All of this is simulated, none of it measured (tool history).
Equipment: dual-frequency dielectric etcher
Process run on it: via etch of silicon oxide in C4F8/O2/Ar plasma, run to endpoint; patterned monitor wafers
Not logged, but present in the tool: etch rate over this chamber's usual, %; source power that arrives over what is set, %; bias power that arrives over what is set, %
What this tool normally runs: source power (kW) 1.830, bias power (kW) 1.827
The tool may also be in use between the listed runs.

| run | hour | source power (kW) | bias power (kW) | wafers since the last listed run | hours since the last wet clean | hours since the last source power generator calibration | hours since the last bias power generator calibration | hours since the last upper electrode change | incoming incoming film thickness, nm | endpoint time (s) |
|---|---|---|---|---|---|---|---|---|---|---|
| 1 | 0.0 | 1.670 | 1.827 | 0 | 289.6 | 3208.3 | 1224.1 | 3978.1 | 1694.8 | 382.2 |
| 2 | 67.8 | 1.830 | 1.827 | 332 | 357.4 | 3276.1 | 1291.9 | 4045.9 | 1701.1 | 359.7 |
| 3 | 98.8 | 1.830 | 1.827 | 151 | 388.4 | 3307.1 | 1322.9 | 4076.9 | 1699.4 | 361.1 |
| 4 | 140.1 | 1.830 | 1.827 | 202 | 429.7 | 3348.4 | 1364.2 | 4118.2 | 1704.1 | 361.3 |
| 5 | 195.8 | 1.970 | 1.827 | 272 | 485.4 | 3404.1 | 1419.9 | 4173.9 | 1698.7 | 344.2 |
|  | 242.0 | wet clean of the chamber |
| 6 | 248.1 | 1.970 | 1.827 | 138 | 6.1 | 3456.4 | 1472.2 | 4226.2 | 1700.8 | 354.3 |
| 7 | 285.6 | 1.970 | 1.827 | 183 | 43.6 | 3493.9 | 1509.7 | 4263.7 | 1700.2 | 354.6 |
| 8 | 329.5 | 1.830 | 1.827 | 215 | 87.5 | 3537.8 | 1553.6 | 4307.6 | 1717.6 | 371.1 |
| 9 | 396.0 | 1.830 | 1.827 | 325 | 154.0 | 3604.3 | 1620.1 | 4374.1 | 1701.2 | 368.2 |
|  | 406.3 | source power generator calibrated |
| 10 | 433.3 | 1.830 | 1.827 | 163 | 191.3 | 27.0 | 1657.4 | 4411.4 | 1710.3 | 367.1 |
| 11 | 464.2 | 1.830 | 1.827 | 151 | 222.2 | 57.9 | 1688.3 | 4442.3 | 1702.7 | 365.7 |
| 12 | 532.0 | 1.830 | 1.827 | 332 | 290.0 | 125.7 | 1756.1 | 4510.1 | 1703.7 | 364.3 |
| 13 | 598.6 | 1.830 | 1.827 | 326 | 356.6 | 192.3 | 1822.7 | 4576.7 | 1721.4 | 364.4 |
| 14 | 637.9 | 1.830 | 1.827 | 192 | 395.9 | 231.6 | 1862.0 | 4616.0 | 1706.4 | 363.8 |
| 15 | 698.2 | 1.830 | 1.827 | 295 | 456.2 | 291.9 | 1922.3 | 4676.3 | 1716.4 | 364.9 |
|  | 740.6 | bias power generator calibrated |
| 16 | 746.4 | 2.160 | 2.153 | 216 | 504.4 | 340.1 | 5.8 | 4724.5 | 1710.9 | 317.4 |
|  | 806.6 | wet clean of the chamber |
| 17 | 807.1 | 2.030 | 1.996 | 179 | 0.5 | 400.8 | 66.5 | 4785.2 | 1725.2 | 348.0 |
| 18 | 858.6 | 2.160 | 1.591 | 252 | 52.0 | 452.3 | 118.0 | 4836.7 | 1709.6 | 351.0 |
| 19 | 900.0 | 1.830 | 1.827 | 202 | 93.4 | 493.7 | 159.4 | 4878.1 | 1706.5 | 369.4 |
| 20 | 944.2 | 1.630 | 1.560 | 216 | 137.6 | 537.9 | 203.6 | 4922.3 | 1701.4 | 409.0 |
| 21 | 971.5 | 2.150 | 1.621 | 133 | 164.9 | 565.2 | 230.9 | 4949.6 | 1703.0 | 345.7 |
|  | 1042.3 | upper electrode replaced |
| 22 | 1042.9 | 1.420 | 1.380 | 232 | 236.3 | 636.6 | 302.3 | 0.6 | 1702.2 | 456.0 |
| 23 | 1112.0 | 1.830 | 1.827 | 338 | 305.4 | 705.7 | 371.4 | 69.7 | 1714.0 | 367.0 |
| 24 | 1160.3 | 2.250 | 1.827 | 236 | 353.7 | 754.0 | 419.7 | 118.0 | 1717.7 | 326.1 |
| 25 | 1222.8 | 1.440 | 1.827 | 306 | 416.2 | 816.5 | 482.2 | 180.5 | 1719.4 | 422.6 |
|  | 1261.3 | wet clean of the chamber |
| 26 | 1261.8 | 1.600 | 1.597 | 73 | 0.5 | 855.5 | 521.2 | 219.5 | 1701.4 | 413.5 |
| 27 | 1302.1 | 1.830 | 1.827 | 197 | 40.8 | 895.8 | 561.5 | 259.8 | 1710.4 | 372.1 |
| 28 | 1354.0 | 2.030 | 1.687 | 254 | 92.7 | 947.7 | 613.4 | 311.7 | 1707.5 | 356.0 |
| 29 | 1386.8 | 2.090 | 1.570 | 160 | 125.5 | 980.5 | 646.2 | 344.5 | 1714.3 | 354.9 |
| 30 | 1427.7 | 2.290 | 1.621 | 200 | 166.4 | 1021.4 | 687.1 | 385.4 | 1712.4 | 334.0 |
| 31 | 1476.8 | 1.830 | 1.827 | 240 | 215.5 | 1070.5 | 736.2 | 434.5 | 1706.2 | 364.5 |
| 32 | 1527.0 | 2.270 | 1.827 | 245 | 265.7 | 1120.7 | 786.4 | 484.7 | 1702.2 | 322.5 |
| 33 | 1555.5 | 1.830 | 1.827 | 139 | 294.2 | 1149.2 | 814.9 | 513.2 | 1708.2 | 364.8 |
| 34 | 1617.0 | 1.610 | 1.569 | 301 | 355.7 | 1210.7 | 876.4 | 574.7 | 1705.6 | 402.3 |
| 35 | 1675.8 | 2.230 | 2.272 | 288 | 414.5 | 1269.5 | 935.2 | 633.5 | 1710.2 | 306.7 |

Take each entry between the runs: how does the hidden state at the last listed run before it differ from the hidden state at the first listed run after it?
Runs 5 to 6: wet clean of the chamber (hour 242.0)
  etch rate over this chamber's usual, %: 3.11 -> -0.104
  what was measured, less what the result would be without the hidden state, endpoint time (s): -10.7 -> +0.4
Runs 9 to 10: source power generator calibrated (hour 406.3)
  etch rate over this chamber's usual, %: 0.807 -> 1.04
  what was measured, less what the result would be without the hidden state, endpoint time (s): -3.0 -> -3.8
Runs 15 to 16: bias power generator calibrated (hour 740.6)
  etch rate over this chamber's usual, %: 2.67 -> 2.96
  what was measured, less what the result would be without the hidden state, endpoint time (s): -9.7 -> -9.4
Runs 16 to 17: wet clean of the chamber (hour 806.6)
  etch rate over this chamber's usual, %: 2.96 -> -0.178
  what was measured, less what the result would be without the hidden state, endpoint time (s): -9.4 -> +0.7
Runs 21 to 22: upper electrode replaced (hour 1042.3)
  etch rate over this chamber's usual, %: 0.834 -> 1.27
  what was measured, less what the result would be without the hidden state, endpoint time (s): -2.9 -> -5.8
Runs 25 to 26: wet clean of the chamber (hour 1261.3)
  etch rate over this chamber's usual, %: 2.38 -> 0.353
  what was measured, less what the result would be without the hidden state, endpoint time (s): -10.1 -> -1.5

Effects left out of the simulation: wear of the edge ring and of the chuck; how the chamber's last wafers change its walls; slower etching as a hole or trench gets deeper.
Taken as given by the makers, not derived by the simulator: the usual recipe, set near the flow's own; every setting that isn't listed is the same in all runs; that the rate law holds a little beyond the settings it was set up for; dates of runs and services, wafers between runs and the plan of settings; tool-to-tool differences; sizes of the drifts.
